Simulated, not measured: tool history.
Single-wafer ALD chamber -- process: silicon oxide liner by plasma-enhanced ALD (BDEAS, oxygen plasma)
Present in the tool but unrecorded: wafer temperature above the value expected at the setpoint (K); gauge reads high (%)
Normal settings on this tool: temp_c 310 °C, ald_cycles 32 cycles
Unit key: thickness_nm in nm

run	hour	temp_c	ald_cycles	wafers since the last listed run	hours since the last thermocouple change	hours since the gauge calibration	read-back reference wafer on the same gauge, thickness_nm	thickness_nm
1	0	310	32	0	1149.1	1131.1	3.308	2.842
2	46.4	310	32	344	1195.5	1177.5	3.307	2.843
3	82.5	310	32	268	1231.6	1213.6	3.305	2.833
4	117.8	310	32	262	1266.9	1248.9	3.305	2.829
5	165.2	310	36	351	1314.3	1296.3	3.305	3.194
6	205.2	310	36	296	1354.3	1336.3	3.304	3.191
7	239.5	310	36	254	1388.6	1370.6	3.301	3.176
8	292.4	310	32	392	1441.5	1423.5	3.302	2.831
9	361.2	300	30	510	1510.3	1492.3	3.3	2.684
10	416.7	300	30	412	1565.8	1547.8	3.3	2.698
11	441.7	300	30	185	1590.8	1572.8	3.298	2.688
12	503.8	310	32	461	1652.9	1634.9	3.3	2.833
13	689.2	310	32	1376	1838.3	1820.3	3.297	2.836
14	733.5	320	32	328	1882.6	1864.6	3.297	2.8
15	772.7	320	32	291	1921.8	1903.8	3.296	2.784
16	818.6	320	32	340	1967.7	1949.7	3.295	2.785
17	878.6	298	32	445	2027.7	2009.7	3.294	2.87
# hour 889.8: gauge calibrated
18	908.9	310	37	224	2058	19.1	3.4	3.382
19	965.9	310	27	423	2115	76.1	3.392	2.452
20	1032.6	324	38	495	2181.7	142.8	3.387	3.409
# hour 1048.1: thermocouple changed; heater temperature recalibrated
21	1071.8	314	32	231	23.7	182	3.38	2.884
22	1141.9	299	32	520	93.8	252.1	3.374	2.924
23	1209.7	310	32	503	161.6	319.9	3.367	2.899
24	1251.4	324	28	309	203.3	361.6	3.365	2.487
25	1281.6	323	29	224	233.5	391.8	3.363	2.583
26	1330.6	315	32	363	282.5	440.8	3.359	2.874
27	1358.6	324	30	207	310.5	468.8	3.356	2.651
28	1393.7	324	37	260	345.6	503.9	3.355	3.274
29	1424.7	310	32	230	376.6	534.9	3.352	2.877
30	1462.9	303	37	283	414.8	573.1	3.35	3.353
31	1522.1	310	32	439	474	632.3	3.347	2.881
32	1565.5	300	34	322	517.4	675.7	3.345	3.099
33	1621.4	310	32	415	573.3	731.6	3.341	2.86
34	1683.5	310	27	461	635.4	793.7	3.339	2.421
35	1744.5	302	32	452	696.4	854.7	3.337	2.887

Some steps in thickness_nm, run to run, broken into two amounts with sign: the step expected even without the hidden condition (settings, incoming material, random variation), and the rest, left for the hidden condition together with whatever gauge scatter is not in both the measured and the hidden-condition-free result:
Run 4 -> 5: ald_cycles 32 -> 36. thickness_nm +0.365 nm: hidden state -0.01, all else +0.375.
Run 17 -> 18: temp_c 298 -> 310, ald_cycles 32 -> 37, gauge calibrated. thickness_nm +0.512 nm: hidden state +0.093, all else +0.419.
Run 18 -> 19: ald_cycles 37 -> 27. thickness_nm -0.93 nm: hidden state -0.009, all else -0.921.
Run 19 -> 20: temp_c 310 -> 324, ald_cycles 27 -> 38. thickness_nm +0.957 nm: hidden state -0.005, all else +0.962.
Run 27 -> 28: ald_cycles 30 -> 37. thickness_nm +0.623 nm: hidden state -0.007, all else +0.63.
